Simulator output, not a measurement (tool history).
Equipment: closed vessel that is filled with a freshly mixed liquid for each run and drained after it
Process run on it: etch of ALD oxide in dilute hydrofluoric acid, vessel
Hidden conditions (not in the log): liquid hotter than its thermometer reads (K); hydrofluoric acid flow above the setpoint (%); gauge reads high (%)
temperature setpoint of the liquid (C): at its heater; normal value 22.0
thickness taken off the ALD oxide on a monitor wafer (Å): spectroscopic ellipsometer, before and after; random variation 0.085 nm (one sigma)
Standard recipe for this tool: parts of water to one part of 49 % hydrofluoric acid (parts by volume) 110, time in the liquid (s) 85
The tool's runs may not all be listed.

run    hour  temperature setpoint of the liquid (C)  parts of water to one part of 49 % hydrofluoric acid (parts by volume)  time in the liquid (s)  wafers since the last listed run  hours since the thermometer was replaced  hours since the hydrofluoric acid flow meter was replaced  hours since the gauge calibration  read-back film thickness of the ALD oxide reference wafer, read on the same gauge (nm)  thickness taken off the ALD oxide on a monitor wafer (Å)
  1     0.0                                    22.0                                                                     110                      85                                 0                                    1209.0                                                     1087.5                              541.2                                                                                   79.99                                                     116.6
  2    46.0                                    22.0                                                                     110                      85                              3460                                    1255.0                                                     1133.5                              587.2                                                                                   79.98                                                     115.9
  3    78.1                                    22.0                                                                     110                      85                              2415                                    1287.1                                                     1165.6                              619.3                                                                                   80.00                                                     117.6
  4   118.0                                    22.0                                                                     110                      85                              3001                                    1327.0                                                     1205.5                              659.2                                                                                   80.00                                                     117.0
  5   177.6                                    22.0                                                                     110                      85                              4483                                    1386.6                                                     1265.1                              718.8                                                                                   79.97                                                     117.6
  6   228.8                                    22.0                                                                     110                      85                              3851                                    1437.8                                                     1316.3                              770.0                                                                                   80.00                                                     116.2
  7   265.9                                    22.0                                                                     110                      50                              2791                                    1474.9                                                     1353.4                              807.1                                                                                   80.01                                                      70.3
  8   336.2                                    22.0                                                                     110                      50                              5288                                    1545.2                                                     1423.7                              877.4                                                                                   80.00                                                      69.7
  9   392.7                                    22.0                                                                     110                      50                              4250                                    1601.7                                                     1480.2                              933.9                                                                                   80.01                                                      70.5
 10   453.4                                    22.0                                                                      70                      85                              4566                                    1662.4                                                     1540.9                              994.6                                                                                   79.99                                                     198.0
      509.1  -- thermometer replaced
 11   517.5                                    22.0                                                                      70                      85                              4747                                       8.4                                                     1605.0                             1058.7                                                                                   80.02                                                     180.8
      518.6  -- gauge calibrated
 12   564.6                                    22.0                                                                      70                      85                              3543                                      55.5                                                     1652.1                               46.0                                                                                   80.01                                                     184.4
 13   599.7                                    26.5                                                                     110                      85                              2640                                      90.6                                                     1687.2                               81.1                                                                                   79.98                                                     132.5
 14   649.4                                    22.0                                                                     125                      60                              3739                                     140.3                                                     1736.9                              130.8                                                                                   80.02                                                      69.1
 15   674.0                                    22.0                                                                     110                      85                              1850                                     164.9                                                     1761.5                              155.4                                                                                   79.99                                                     112.8
 16   704.6                                    22.0                                                                     135                     120                              2302                                     195.5                                                     1792.1                              186.0                                                                                   79.99                                                     123.9
 17   760.1                                    22.0                                                                     110                      85                              4175                                     251.0                                                     1847.6                              241.5                                                                                   79.99                                                     113.0
 18   822.6                                    22.0                                                                     110                     125                              4702                                     313.5                                                     1910.1                              304.0                                                                                   79.97                                                     169.8
      826.7  -- hydrofluoric acid flow meter replaced
 19   849.5                                    17.5                                                                     125                      65                              1948                                     340.4                                                       22.8                              330.9                                                                                   80.00                                                      58.7
 20   875.3                                    22.0                                                                     110                      85                              1941                                     366.2                                                       48.6                              356.7                                                                                   80.00                                                     107.7
 21   924.5                                    22.0                                                                     160                      55                              3701                                     415.4                                                       97.8                              405.9                                                                                   80.03                                                      45.6
 22   977.7                                    22.0                                                                      60                     115                              4002                                     468.6                                                      151.0                              459.1                                                                                   80.00                                                     285.5
 23  1035.1                                    22.0                                                                     110                      85                              4318                                     526.0                                                      208.4                              516.5                                                                                   79.97                                                     108.4
 24  1094.3                                    22.0                                                                      70                      85                              4453                                     585.2                                                      267.6                              575.7                                                                                   80.00                                                     179.0
 25  1147.3                                    26.0                                                                     110                      85                              3987                                     638.2                                                      320.6                              628.7                                                                                   80.00                                                     127.5

Alternative continuations, all from the tool just after run 25; predict every row:
  A  1148.0                                    22.0                                                                     110                     120                                52                                     638.9                                                      321.3                              629.4                                                                                       ?                                                         ?
  B  1148.0                                    19.0                                                                      95                      60                                52                                     638.9                                                      321.3                              629.4                                                                                       ?                                                         ?
  C  1148.0                                    24.5                                                                     110                     130                                52                                     638.9                                                      321.3                              629.4                                                                                       ?                                                         ?
  D  1148.0                                    26.0                                                                     110                     135                                52                                     638.9                                                      321.3                              629.4                                                                                       ?                                                         ?
  E  1148.0                                    20.0                                                                     150                      60                                52                                     638.9                                                      321.3                              629.4                                                                                       ?                                                         ?

run  read-back film thickness of the ALD oxide reference wafer, read on the same gauge (nm)  thickness taken off the ALD oxide on a monitor wafer (Å)
  A                                                                                   80.03                                                     156.3
  B                                                                                   80.03                                                      81.5
  C                                                                                   80.03                                                     186.8
  D                                                                                   80.03                                                     205.6
  E                                                                                   80.03                                                      50.7
The same runs, with their run-to-run variation unchanged, on a tool lacking any hidden condition would have given:
run  thickness taken off the ALD oxide on a monitor wafer (Å)
  A                                                     148.9
  B                                                      77.6
  C                                                     178.1
  D                                                     196.0
  E                                                      48.2

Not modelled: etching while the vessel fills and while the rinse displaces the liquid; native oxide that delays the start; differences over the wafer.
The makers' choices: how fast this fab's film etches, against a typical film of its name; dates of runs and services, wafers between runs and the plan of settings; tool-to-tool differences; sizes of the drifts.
